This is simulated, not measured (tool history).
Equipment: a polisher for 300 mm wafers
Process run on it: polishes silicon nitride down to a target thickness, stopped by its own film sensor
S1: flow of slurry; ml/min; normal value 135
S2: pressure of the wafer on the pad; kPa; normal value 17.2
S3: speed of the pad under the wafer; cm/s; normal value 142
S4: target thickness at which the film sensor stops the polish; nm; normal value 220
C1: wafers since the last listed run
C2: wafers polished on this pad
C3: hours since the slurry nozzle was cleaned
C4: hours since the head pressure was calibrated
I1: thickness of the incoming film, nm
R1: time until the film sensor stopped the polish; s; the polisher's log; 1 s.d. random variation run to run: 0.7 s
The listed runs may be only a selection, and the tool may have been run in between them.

| run | hour | S1 | S2 | S3 | S4 | C1 | C2 | C3 | C4 | I1 | R1 |
|---|---|---|---|---|---|---|---|---|---|---|---|
| 1 | 0 | 145 | 17.2 | 142 | 242 | 0 | 2227 | 179.1 | 656.2 | 362.5 | 71.6 |
|  | 19.9 | worn pad replaced by a new one |
| 2 | 86.4 | 145 | 17.2 | 142 | 242 | 1056 | 852 | 265.5 | 742.6 | 359.7 | 67.7 |
| 3 | 177.5 | 145 | 17.2 | 142 | 242 | 1168 | 2020 | 356.6 | 833.7 | 355.1 | 67.8 |
|  | 197.9 | worn pad replaced by a new one |
| 4 | 273.4 | 135 | 17.2 | 142 | 220 | 1178 | 967 | 452.5 | 929.6 | 367.2 | 85.7 |
| 5 | 363.4 | 135 | 19.3 | 180 | 220 | 1154 | 2121 | 542.5 | 1019.6 | 366.4 | 65.3 |
|  | 378.4 | slurry nozzle cleaned |
| 6 | 410.2 | 135 | 19.3 | 180 | 220 | 587 | 2709 | 31.8 | 1066.4 | 362.8 | 65.5 |
|  | 417 | worn pad replaced by a new one, of another model than before |
| 7 | 477.2 | 135 | 17.2 | 130 | 220 | 807 | 772 | 98.8 | 1133.4 | 361.4 | 87.1 |
| 8 | 544.6 | 135 | 17.2 | 130 | 220 | 864 | 1636 | 166.2 | 1200.8 | 363.7 | 89.9 |
| 9 | 585.7 | 135 | 17.2 | 142 | 220 | 527 | 2164 | 207.3 | 1241.9 | 355.6 | 82.9 |
|  | 613 | worn pad replaced by a new one |
| 10 | 632.8 | 145 | 17.2 | 142 | 242 | 552 | 254 | 254.4 | 1289 | 359.3 | 66.2 |
|  | 639.1 | head pressure recalibrated |
| 11 | 747.4 | 135 | 17.2 | 142 | 220 | 1444 | 1698 | 369 | 108.3 | 363.3 | 87.6 |
|  | 795.8 | worn pad replaced by a new one |
| 12 | 805.2 | 135 | 20 | 142 | 220 | 689 | 120 | 426.8 | 166.1 | 358.4 | 72.3 |
| 13 | 850.3 | 135 | 13.8 | 142 | 220 | 578 | 698 | 471.9 | 211.2 | 355.9 | 89.1 |

For run 14, what comes out?
| 14 | 917.1 | 105 | 21.4 | 142 | 220 | 856 | 1555 | 538.7 | 278 | 364 | ? |

R1: 78.3 s
With the hidden condition absent and the run-to-run variation left alone, this run would have shown R1 74.9 s.
